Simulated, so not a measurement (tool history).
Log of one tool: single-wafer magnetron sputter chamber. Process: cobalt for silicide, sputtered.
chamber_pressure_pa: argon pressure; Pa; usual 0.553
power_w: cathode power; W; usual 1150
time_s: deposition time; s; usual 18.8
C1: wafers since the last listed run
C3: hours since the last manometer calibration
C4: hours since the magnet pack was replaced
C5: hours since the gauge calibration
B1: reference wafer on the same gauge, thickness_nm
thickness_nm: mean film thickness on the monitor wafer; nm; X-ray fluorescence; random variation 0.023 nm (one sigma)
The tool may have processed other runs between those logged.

run 1 day=0.000 | chamber_pressure_pa=0.553 power_w=1150 time_s=18.8 | C1=0 wafers_on_the_sputter_target=3888 C3=1428.6 C4=8466.7 C5=373.9 | B1=11.294 | thickness_nm=10.473
run 2 day=2.083 | chamber_pressure_pa=0.553 power_w=1150 time_s=18.8 | C1=1361 wafers_on_the_sputter_target=5249 C3=1478.6 C4=8516.7 C5=423.9 | B1=11.300 | thickness_nm=10.427
-- day=3.629 sputter target and shields replaced
run 3 day=4.725 | chamber_pressure_pa=0.553 power_w=1150 time_s=18.8 | C1=1508 wafers_on_the_sputter_target=717 C3=1542.0 C4=8580.1 C5=487.3 | B1=11.301 | thickness_nm=10.587
run 4 day=5.833 | chamber_pressure_pa=0.553 power_w=1150 time_s=16.1 | C1=724 wafers_on_the_sputter_target=1441 C3=1568.6 C4=8606.7 C5=513.9 | B1=11.314 | thickness_nm=9.008
run 5 day=8.325 | chamber_pressure_pa=0.553 power_w=1150 time_s=16.1 | C1=1628 wafers_on_the_sputter_target=3069 C3=1628.4 C4=8666.5 C5=573.7 | B1=11.298 | thickness_nm=8.951
run 6 day=10.712 | chamber_pressure_pa=0.553 power_w=1150 time_s=16.1 | C1=1560 wafers_on_the_sputter_target=4629 C3=1685.7 C4=8723.8 C5=631.0 | B1=11.302 | thickness_nm=8.888
run 7 day=12.554 | chamber_pressure_pa=0.386 power_w=1150 time_s=21.0 | C1=1203 wafers_on_the_sputter_target=5833 C3=1729.9 C4=8768.0 C5=675.2 | B1=11.298 | thickness_nm=12.087
run 8 day=14.504 | chamber_pressure_pa=0.386 power_w=1150 time_s=21.0 | C1=1274 wafers_on_the_sputter_target=7107 C3=1776.7 C4=8814.8 C5=722.0 | B1=11.297 | thickness_nm=12.043
-- day=15.038 sputter target and shields replaced
run 9 day=16.012 | chamber_pressure_pa=0.386 power_w=1150 time_s=21.0 | C1=767 wafers_on_the_sputter_target=637 C3=1812.9 C4=8851.0 C5=758.2 | B1=11.300 | thickness_nm=12.285
run 10 day=17.188 | chamber_pressure_pa=0.553 power_w=1150 time_s=18.8 | C1=767 wafers_on_the_sputter_target=1405 C3=1841.1 C4=8879.2 C5=786.4 | B1=11.309 | thickness_nm=10.495
run 11 day=20.108 | chamber_pressure_pa=0.460 power_w=1150 time_s=18.8 | C1=1908 wafers_on_the_sputter_target=3313 C3=1911.2 C4=8949.3 C5=856.5 | B1=11.299 | thickness_nm=10.675
run 12 day=22.750 | chamber_pressure_pa=0.553 power_w=1150 time_s=18.8 | C1=1726 wafers_on_the_sputter_target=5039 C3=1974.6 C4=9012.7 C5=919.9 | B1=11.293 | thickness_nm=10.377
run 13 day=24.871 | chamber_pressure_pa=0.687 power_w=1150 time_s=18.8 | C1=1385 wafers_on_the_sputter_target=6425 C3=2025.5 C4=9063.6 C5=970.8 | B1=11.292 | thickness_nm=9.980
-- day=26.192 sputter target and shields replaced
run 14 day=26.596 | chamber_pressure_pa=0.376 power_w=950 time_s=21.6 | C1=909 wafers_on_the_sputter_target=265 C3=2066.9 C4=9105.0 C5=1012.2 | B1=11.302 | thickness_nm=10.980
run 15 day=28.383 | chamber_pressure_pa=0.553 power_w=1150 time_s=16.1 | C1=1168 wafers_on_the_sputter_target=1433 C3=2109.8 C4=9147.9 C5=1055.1 | B1=11.304 | thickness_nm=8.982
-- day=29.292 gauge calibrated
run 16 day=30.596 | chamber_pressure_pa=0.646 power_w=1150 time_s=18.8 | C1=1445 wafers_on_the_sputter_target=2878 C3=2162.9 C4=9201.0 C5=31.3 | B1=11.305 | thickness_nm=10.179
run 17 day=32.946 | chamber_pressure_pa=0.625 power_w=1000 time_s=17.4 | C1=1535 wafers_on_the_sputter_target=4414 C3=2219.3 C4=9257.4 C5=87.7 | B1=11.301 | thickness_nm=8.473
-- day=35.342 sputter target and shields replaced
run 18 day=35.362 | chamber_pressure_pa=0.553 power_w=1450 time_s=16.2 | C1=1361 wafers_on_the_sputter_target=13 C3=2277.3 C4=9315.4 C5=145.7 | B1=11.304 | thickness_nm=10.808
run 19 day=36.500 | chamber_pressure_pa=0.553 power_w=1150 time_s=20.3 | C1=743 wafers_on_the_sputter_target=757 C3=2304.6 C4=9342.7 C5=173.0 | B1=11.311 | thickness_nm=11.325
-- day=37.346 magnet pack replaced
run 20 day=38.679 | chamber_pressure_pa=0.553 power_w=1150 time_s=18.8 | C1=1206 wafers_on_the_sputter_target=1963 C3=2356.9 C4=32.0 C5=225.3 | B1=11.300 | thickness_nm=10.477
-- day=39.529 capacitance manometer re-zeroed and calibrated
run 21 day=40.671 | chamber_pressure_pa=0.553 power_w=1050 time_s=21.0 | C1=1083 wafers_on_the_sputter_target=3046 C3=27.4 C4=79.8 C5=273.1 | B1=11.303 | thickness_nm=11.086
run 22 day=43.383 | chamber_pressure_pa=0.349 power_w=1400 time_s=21.3 | C1=1772 wafers_on_the_sputter_target=4819 C3=92.5 C4=144.9 C5=338.2 | B1=11.303 | thickness_nm=14.671
-- day=44.771 sputter target and shields replaced
run 23 day=45.000 | chamber_pressure_pa=0.677 power_w=1250 time_s=18.8 | C1=838 wafers_on_the_sputter_target=149 C3=131.3 C4=183.7 C5=377.0 | B1=11.304 | thickness_nm=11.064
run 24 day=46.879 | chamber_pressure_pa=0.672 power_w=1000 time_s=21.5 | C1=1227 wafers_on_the_sputter_target=1377 C3=176.4 C4=228.8 C5=422.1 | B1=11.294 | thickness_nm=10.709
run 25 day=48.638 | chamber_pressure_pa=0.553 power_w=1150 time_s=16.7 | C1=1148 wafers_on_the_sputter_target=2526 C3=218.6 C4=271.0 C5=464.3 | B1=11.291 | thickness_nm=9.460
run 26 day=50.225 | chamber_pressure_pa=0.553 power_w=1150 time_s=18.8 | C1=1037 wafers_on_the_sputter_target=3563 C3=256.7 C4=309.1 C5=502.4 | B1=11.301 | thickness_nm=10.588
run 27 day=53.208 | chamber_pressure_pa=0.553 power_w=1300 time_s=18.8 | C1=1949 wafers_on_the_sputter_target=5513 C3=328.3 C4=380.7 C5=574.0 | B1=11.305 | thickness_nm=11.561

A few steps of thickness_nm between consecutive runs. Split each: what settings, incoming material and random variation would produce without the hidden state, and what is left over for the hidden state, along with gauge scatter present in only one of the two compared results (measured, and without hidden state):
Hidden state at play: deposition rate above that of a new target (%); true argon pressure above the setpoint (%); gauge reads high (%).
Run 13 -> 14: chamber_pressure_pa 0.687 -> 0.376, power_w 1150 -> 950, time_s 18.8 -> 21.6, sputter target and shields replaced. thickness_nm +1.000 nm: hidden state +0.229, all else +0.771.
Run 21 -> 22: chamber_pressure_pa 0.553 -> 0.349, power_w 1050 -> 1400, time_s 21.0 -> 21.3. thickness_nm +3.585 nm: hidden state -0.112, all else +3.697.
Run 22 -> 23: chamber_pressure_pa 0.349 -> 0.677, power_w 1400 -> 1250, time_s 21.3 -> 18.8, sputter target and shields replaced. thickness_nm -3.607 nm: hidden state +0.205, all else -3.812.
